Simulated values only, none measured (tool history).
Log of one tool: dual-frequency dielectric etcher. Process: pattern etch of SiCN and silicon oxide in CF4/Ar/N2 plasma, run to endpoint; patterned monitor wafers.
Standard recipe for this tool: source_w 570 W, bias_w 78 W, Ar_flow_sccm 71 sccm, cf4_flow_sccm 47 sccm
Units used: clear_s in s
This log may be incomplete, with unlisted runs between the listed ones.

run,day,source_w,bias_w,Ar_flow_sccm,cf4_flow_sccm,"incoming incoming film thickness, nm",clear_s
1,0.000,570,78,71,47,13.79,13.5
2,4.100,570,83,71,41,13.81,13.8
3,7.338,570,78,71,47,13.82,13.6
4,10.375,570,78,71,47,13.68,13.4
5,12.775,570,86,71,47,13.87,13.3
# day 13.767: Ar flow controller replaced
6,16.896,470,78,71,47,13.82,15.1
7,19.304,570,78,71,47,13.68,13.7
8,23.054,570,78,71,47,13.81,13.7
9,25.438,570,78,71,47,13.77,13.6
# day 27.833: wet clean of the chamber
# day 30.712: CF4 flow controller replaced
10,30.750,570,78,62,47,13.72,13.1
# day 31.158: bias power generator calibrated
11,32.392,680,64,60,39,13.70,12.6
12,35.254,570,78,71,41,13.84,14.1
13,37.679,570,78,78,47,13.72,14.0
14,40.671,640,78,66,47,13.88,12.4
15,45.038,570,78,71,44,13.90,13.7
16,48.254,570,78,71,36,13.79,14.2
# day 49.283: upper electrode replaced
# day 50.200: wet clean of the chamber
17,51.588,570,78,71,52,13.75,13.4
18,55.708,570,78,88,47,13.90,14.5
# day 59.104: source power generator calibrated
19,59.829,490,72,65,42,13.90,15.1
20,62.492,570,78,71,47,13.85,13.7
21,64.317,610,66,58,56,13.95,12.8
22,66.496,700,69,55,41,13.88,11.7
23,70.475,570,78,71,47,13.88,13.6
# day 74.771: Ar flow controller replaced
# day 74.988: wet clean of the chamber
24,75.008,570,78,71,47,13.82,13.5
25,77.775,570,63,86,47,13.95,15.0

3 ways to go on from here, each from the tool as it stands after run 25. What would each give?
A,77.792,570,78,71,50,13.88,?
B,77.792,570,78,53,47,13.88,?
C,77.792,570,91,71,47,13.88,?

run,clear_s
A,13.6
B,12.7
C,13.2
Stripped of hidden state, with their random variation kept, the same runs would have yielded:
run,clear_s
A,13.6
B,12.7
C,13.2

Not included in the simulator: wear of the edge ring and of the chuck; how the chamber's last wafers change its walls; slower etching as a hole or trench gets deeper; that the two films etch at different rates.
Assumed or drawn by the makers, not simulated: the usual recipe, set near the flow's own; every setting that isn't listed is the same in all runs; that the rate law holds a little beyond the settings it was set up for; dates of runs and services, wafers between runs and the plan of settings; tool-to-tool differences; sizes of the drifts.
